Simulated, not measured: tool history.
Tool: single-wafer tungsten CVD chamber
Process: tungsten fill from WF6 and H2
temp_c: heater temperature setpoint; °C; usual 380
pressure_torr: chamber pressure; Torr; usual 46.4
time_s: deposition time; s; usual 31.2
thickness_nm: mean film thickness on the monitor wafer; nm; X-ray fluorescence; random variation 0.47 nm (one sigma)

run,hour,temp_c,pressure_torr,time_s,"read-back reference wafer on the same gauge, thickness_nm",thickness_nm
1,0,380,46.4,31.2,83.178,78.302
2,54.3,370,46.4,31.2,83.196,65.174
3,87.9,370,46.4,31.2,83.158,64.62
4,146.8,370,46.4,31.2,83.104,64.751
5,209.3,380,39.7,34.5,83.146,80.623
6,273.2,380,39.7,34.5,83.087,80.207
# hour 327: thermocouple changed; heater temperature recalibrated
# hour 333.9: showerhead replaced
7,334.4,380,51.6,31.2,83.009,81.25
8,370.8,380,51.6,31.2,83.107,80.568
# hour 387.1: gauge calibrated
9,417.1,380,51.6,31.2,83.053,80.764
10,441.2,380,36.3,28.6,83.14,63.849

The next listed run, before its measurement:
11,498,370,46.4,31.2,?,?

{"run 11": {"read-back reference wafer on the same gauge, thickness_nm": 83.309, "thickness_nm": 64.076}}
Without the tool's hidden state the same run would have given thickness_nm 66.345 nm.
